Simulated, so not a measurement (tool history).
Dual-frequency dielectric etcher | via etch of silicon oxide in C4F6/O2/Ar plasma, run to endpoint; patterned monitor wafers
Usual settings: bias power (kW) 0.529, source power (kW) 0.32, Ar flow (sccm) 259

run,day,bias power (kW),source power (kW),Ar flow (sccm),"incoming incoming film thickness, nm",endpoint time (s)
1,0,0.529,0.32,214,82.5,19.4
2,1.117,0.529,0.32,214,81.9,19.3
3,2.079,0.529,0.32,214,82.6,19.6
4,2.946,0.529,0.32,259,82.7,19.9
5,3.658,0.529,0.32,259,82.3,19.8
6,4.354,0.529,0.32,259,82.9,19.9
# day 5.817: source power generator calibrated
7,5.838,0.529,0.32,259,82.6,19.9
8,7.012,0.529,0.32,259,82.1,19.7
9,7.858,0.529,0.32,259,83,19.7
10,8.938,0.529,0.32,259,82,19.4
# day 10.092: upper electrode replaced
11,10.112,0.529,0.32,259,81.4,19.4
12,10.7,0.658,0.32,259,82.6,17.2
13,11.829,0.45,0.32,259,82.3,21.8
# day 12.183: Ar flow controller replaced
14,12.721,0.529,0.28,259,82.9,21.2
# day 13.3: bias power generator calibrated
15,13.333,0.478,0.32,259,82.1,20.8
16,13.95,0.529,0.32,279,81.8,19.5
17,15.104,0.529,0.32,219,82.2,19.1
18,16.046,0.589,0.37,259,81.6,17.1
# day 17.442: wet clean of the chamber
19,17.462,0.529,0.32,259,82.9,20.1
20,18.204,0.529,0.28,230,81.4,20.8
21,18.925,0.57,0.39,295,82.5,17.6
22,20.225,0.529,0.32,259,82,19.9
23,21.446,0.63,0.34,259,81.7,17.4
24,22.729,0.63,0.39,319,82.4,17
25,23.858,0.529,0.32,259,82.6,19.7
26,24.425,0.473,0.27,306,82.6,23.6
27,25.683,0.529,0.32,276,82.3,19.9
28,26.225,0.486,0.24,231,82,23.6
29,27.271,0.63,0.34,259,82.7,17.6
30,28.717,0.617,0.39,290,82.1,16.8

The same runs without the tool's hidden state, with the same run-to-run variation:
The hidden state here: etch rate over this chamber's usual, %; bias power that arrives over what is set, %; source power that arrives over what is set, %; Ar flow that arrives over what is set, %.
run,endpoint time (s)
1,19.6
2,19.5
3,19.8
4,20.2
5,20.1
6,20.2
7,20.2
8,20
9,20.1
10,19.8
11,19.8
12,17.6
13,22.3
14,21.7
15,21.3
16,20
17,19.6
18,17.5
19,20.2
20,20.8
21,17.7
22,20
23,17.5
24,17.1
25,19.9
26,23.8
27,20.1
28,23.9
29,17.8
30,17

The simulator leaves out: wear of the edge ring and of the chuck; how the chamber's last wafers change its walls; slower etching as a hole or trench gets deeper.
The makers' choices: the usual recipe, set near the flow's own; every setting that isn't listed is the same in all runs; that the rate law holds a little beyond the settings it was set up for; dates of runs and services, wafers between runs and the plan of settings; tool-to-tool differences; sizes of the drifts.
